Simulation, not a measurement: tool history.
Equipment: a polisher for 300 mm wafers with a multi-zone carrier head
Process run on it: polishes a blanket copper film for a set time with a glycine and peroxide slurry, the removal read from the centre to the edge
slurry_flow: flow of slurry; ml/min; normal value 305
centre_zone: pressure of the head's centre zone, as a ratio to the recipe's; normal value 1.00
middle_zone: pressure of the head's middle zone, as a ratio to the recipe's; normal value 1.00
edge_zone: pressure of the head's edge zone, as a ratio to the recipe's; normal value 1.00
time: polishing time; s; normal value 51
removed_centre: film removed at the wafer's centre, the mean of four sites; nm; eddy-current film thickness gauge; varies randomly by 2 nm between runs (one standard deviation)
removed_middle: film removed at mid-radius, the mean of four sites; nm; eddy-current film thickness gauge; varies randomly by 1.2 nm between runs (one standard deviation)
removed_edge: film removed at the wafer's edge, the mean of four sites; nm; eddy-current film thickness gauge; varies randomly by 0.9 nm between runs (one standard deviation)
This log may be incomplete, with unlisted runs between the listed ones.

run,hour,slurry_flow,centre_zone,middle_zone,edge_zone,time,"incoming thickness of the incoming film, nm",removed_centre,removed_middle,removed_edge
1,0.0,305,1.00,1.00,1.00,51,1585.9,132.9,131.9,132.8
# hour 1.0: slurry nozzle cleaned
2,35.6,305,1.00,1.00,1.00,51,1606.4,128.2,123.9,126.9
# hour 63.2: centre zone pressure recalibrated
3,91.1,305,1.00,1.00,1.00,51,1592.0,124.7,120.8,123.9
# hour 98.2: carrier head's membrane replaced by a new one
4,107.9,305,1.00,1.00,1.00,51,1571.1,119.5,117.2,124.0
# hour 118.1: edge zone pressure recalibrated
# hour 120.0: slurry nozzle cleaned, repeated, since the last time left the tool worse
5,143.5,305,1.00,1.00,1.00,51,1554.6,133.3,135.0,133.6
6,178.7,305,1.00,1.00,1.00,51,1580.4,135.5,135.8,134.7
# hour 188.2: worn pad replaced by a new one
7,212.1,305,1.00,1.07,1.03,45,1590.0,123.9,125.0,120.1
8,228.4,235,1.04,1.00,1.00,51,1552.0,136.0,128.1,130.6
9,252.9,305,1.00,1.00,1.00,51,1585.9,136.0,133.2,133.4
10,280.2,305,1.00,1.00,1.00,51,1587.8,136.4,133.5,133.2
11,300.2,305,1.00,1.00,1.00,51,1571.7,136.4,132.4,132.8

What does the tool deliver on the next run?
12,328.2,305,1.00,1.08,1.00,51,1579.9,?,?,?

Run 12 gave removed_centre 136.4 nm, removed_middle 139.5 nm, removed_edge 134.2 nm.
Were there no unlogged condition in the tool, this run, its random variation unchanged, would have produced removed_centre 139.8 nm, removed_middle 142.5 nm, removed_edge 136.5 nm.
